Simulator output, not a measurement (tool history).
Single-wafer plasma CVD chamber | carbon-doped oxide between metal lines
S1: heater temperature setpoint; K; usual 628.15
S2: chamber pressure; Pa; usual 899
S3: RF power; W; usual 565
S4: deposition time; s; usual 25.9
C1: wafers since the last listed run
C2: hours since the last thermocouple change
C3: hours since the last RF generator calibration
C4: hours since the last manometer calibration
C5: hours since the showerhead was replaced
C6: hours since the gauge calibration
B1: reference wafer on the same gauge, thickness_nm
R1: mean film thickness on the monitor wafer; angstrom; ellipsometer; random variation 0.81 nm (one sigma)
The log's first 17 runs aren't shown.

| run | hour | S1 | S2 | S3 | S4 | C1 | C2 | C3 | C4 | C5 | C6 | B1 | R1 |
|---|---|---|---|---|---|---|---|---|---|---|---|---|---|
| 18 | 210 | 628.15 | 899 | 565 | 25.9 | 258 | 2161.1 | 76.3 | 1312.9 | 34.7 | 254.4 | 134.029 | 1378.41 |
| 19 | 221.7 | 632.15 | 763 | 565 | 29.5 | 378 | 2172.8 | 88 | 1324.6 | 46.4 | 266.1 | 134.058 | 1516.68 |
| 20 | 231.8 | 622.15 | 991 | 635 | 25.9 | 326 | 2182.9 | 98.1 | 1334.7 | 56.5 | 276.2 | 133.818 | 1524.49 |
|  | 272.1 | thermocouple changed; heater temperature recalibrated |
|  | 281.7 | capacitance manometer re-zeroed and calibrated |
| 21 | 282.2 | 628.15 | 899 | 650 | 24.3 | 1112 | 10.1 | 148.5 | 0.5 | 106.9 | 326.6 | 134.152 | 1403.67 |
| 22 | 282.6 | 622.15 | 756 | 565 | 28.7 | 12 | 10.5 | 148.9 | 0.9 | 107.3 | 327 | 134.13 | 1513.11 |
|  | 297.4 | gauge calibrated |
| 23 | 298.4 | 628.15 | 899 | 565 | 25.9 | 510 | 26.3 | 164.7 | 16.7 | 123.1 | 1 | 134.009 | 1375.29 |
| 24 | 313.1 | 628.15 | 823 | 650 | 29.7 | 475 | 41 | 179.4 | 31.4 | 137.8 | 15.7 | 134.124 | 1715.13 |
| 25 | 332.2 | 628.15 | 899 | 565 | 22.5 | 617 | 60.1 | 198.5 | 50.5 | 156.9 | 34.8 | 134.105 | 1197.41 |
| 26 | 342.2 | 628.15 | 899 | 565 | 22.5 | 323 | 70.1 | 208.5 | 60.5 | 166.9 | 44.8 | 133.967 | 1203.79 |
| 27 | 357.9 | 622.15 | 827 | 455 | 22 | 507 | 85.8 | 224.2 | 76.2 | 182.6 | 60.5 | 133.98 | 1026.01 |
| 28 | 369 | 614.15 | 975 | 665 | 25.9 | 358 | 96.9 | 235.3 | 87.3 | 193.7 | 71.6 | 133.982 | 1608.02 |
| 29 | 382.1 | 628.15 | 681 | 465 | 28.7 | 423 | 110 | 248.4 | 100.4 | 206.8 | 84.7 | 133.876 | 1295.62 |
| 30 | 398.4 | 618.15 | 899 | 530 | 25.9 | 527 | 126.3 | 264.7 | 116.7 | 223.1 | 101 | 134.032 | 1361.95 |

Forecast each of these 3 alternatives for the next run:
| A | 398.8 | 628.15 | 899 | 565 | 25.9 | 12 | 126.7 | 265.1 | 117.1 | 223.5 | 101.4 | ? | ? |
| B | 398.8 | 639.15 | 899 | 530 | 28.2 | 12 | 126.7 | 265.1 | 117.1 | 223.5 | 101.4 | ? | ? |
| C | 398.8 | 628.15 | 899 | 565 | 22.6 | 12 | 126.7 | 265.1 | 117.1 | 223.5 | 101.4 | ? | ? |

| run | B1 | R1 |
|---|---|---|
| A | 133.945 | 1369.63 |
| B | 133.945 | 1384.87 |
| C | 133.945 | 1197.75 |
Without the tool's hidden state the same runs would have given:
| run | R1 |
|---|---|
| A | 1369.63 |
| B | 1384.87 |
| C | 1197.75 |
